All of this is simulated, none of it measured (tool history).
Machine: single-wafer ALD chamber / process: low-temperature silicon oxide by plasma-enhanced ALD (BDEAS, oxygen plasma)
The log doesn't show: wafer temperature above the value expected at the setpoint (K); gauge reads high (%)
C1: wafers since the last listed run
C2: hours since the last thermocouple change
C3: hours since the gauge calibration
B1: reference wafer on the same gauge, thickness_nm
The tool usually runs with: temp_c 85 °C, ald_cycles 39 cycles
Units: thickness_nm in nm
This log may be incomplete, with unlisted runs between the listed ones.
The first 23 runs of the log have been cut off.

Run 24, hour 768: usual settings but temp_c 99 °C, ald_cycles 36 cycles; C1 270; C2 232.8; C3 87.1; B1 5.745. Result: thickness_nm 5.175 nm.
Run 25, hour 788.8: usual settings; C1 184; C2 253.6; C3 107.9; B1 5.751. Result: thickness_nm 5.9 nm.
Run 26, hour 812.2: usual settings; C1 207; C2 277; C3 131.3; B1 5.748. Result: thickness_nm 5.918 nm.
Run 27, hour 831.1: usual settings; C1 167; C2 295.9; C3 150.2; B1 5.747. Result: thickness_nm 5.935 nm.
Run 28, hour 852.7: usual settings but temp_c 94 °C, ald_cycles 36 cycles; C1 191; C2 317.5; C3 171.8; B1 5.749. Result: thickness_nm 5.278 nm.
Run 29, hour 880.7: usual settings but temp_c 93 °C, ald_cycles 43 cycles; C1 247; C2 345.5; C3 199.8; B1 5.749. Result: thickness_nm 6.315 nm.
Run 30, hour 915.6: usual settings but temp_c 77 °C; C1 308; C2 380.4; C3 234.7; B1 5.755. Result: thickness_nm 6.13 nm.
Run 31, hour 950.4: usual settings; C1 307; C2 415.2; C3 269.5; B1 5.753. Result: thickness_nm 5.934 nm.
Run 32, hour 971.5: usual settings but temp_c 75 °C, ald_cycles 44 cycles; C1 186; C2 436.3; C3 290.6; B1 5.747. Result: thickness_nm 6.985 nm.
Run 33, hour 1002: usual settings but temp_c 92 °C, ald_cycles 42 cycles; C1 269; C2 466.8; C3 321.1; B1 5.748. Result: thickness_nm 6.295 nm.
Run 34, hour 1023: usual settings but temp_c 81 °C, ald_cycles 42 cycles; C1 185; C2 487.8; C3 342.1; B1 5.751. Result: thickness_nm 6.53 nm.
Run 35, hour 1044.7: usual settings; C1 192; C2 509.5; C3 363.8; B1 5.748. Result: thickness_nm 5.944 nm.
Run 36, hour 1056.7: usual settings but temp_c 76 °C, ald_cycles 46 cycles; C1 106; C2 521.5; C3 375.8; B1 5.754. Result: thickness_nm 7.224 nm.
Run 37, hour 1086.9: usual settings but temp_c 79 °C, ald_cycles 31 cycles; C1 267; C2 551.7; C3 406; B1 5.748. Result: thickness_nm 4.845 nm.
Run 38, hour 1107.3: usual settings but temp_c 99 °C; C1 180; C2 572.1; C3 426.4; B1 5.75. Result: thickness_nm 5.652 nm.
Run 39, hour 1140.5: usual settings but temp_c 90 °C; C1 293; C2 605.3; C3 459.6; B1 5.749. Result: thickness_nm 5.852 nm.
Run 40, hour 1170.5: usual settings but temp_c 76 °C, ald_cycles 32 cycles; C1 265; C2 635.3; C3 489.6; B1 5.751. Result: thickness_nm 5.076 nm.
Run 41, hour 1188.2: usual settings but ald_cycles 32 cycles; C1 156; C2 653; C3 507.3; B1 5.747. Result: thickness_nm 4.903 nm.

Each row is a separate what-if for the run after 41, all from the same tool condition, not one after another. Results?
Run A, hour 1188.7: usual settings; C1 4; C2 653.5; C3 507.8; B1 ?. Result: thickness_nm ?.
Run B, hour 1188.7: usual settings but temp_c 76 °C, ald_cycles 35 cycles; C1 4; C2 653.5; C3 507.8; B1 ?. Result: thickness_nm ?.
Run C, hour 1188.7: usual settings but temp_c 99 °C, ald_cycles 34 cycles; C1 4; C2 653.5; C3 507.8; B1 ?. Result: thickness_nm ?.

run     B1  thickness_nm
  A  5.749         5.981
  B  5.749         5.553
  C  5.749         4.934
Without the tool's unlogged condition, the same runs would have read:
run  thickness_nm
  A          5.88
  B         5.462
  C         4.854

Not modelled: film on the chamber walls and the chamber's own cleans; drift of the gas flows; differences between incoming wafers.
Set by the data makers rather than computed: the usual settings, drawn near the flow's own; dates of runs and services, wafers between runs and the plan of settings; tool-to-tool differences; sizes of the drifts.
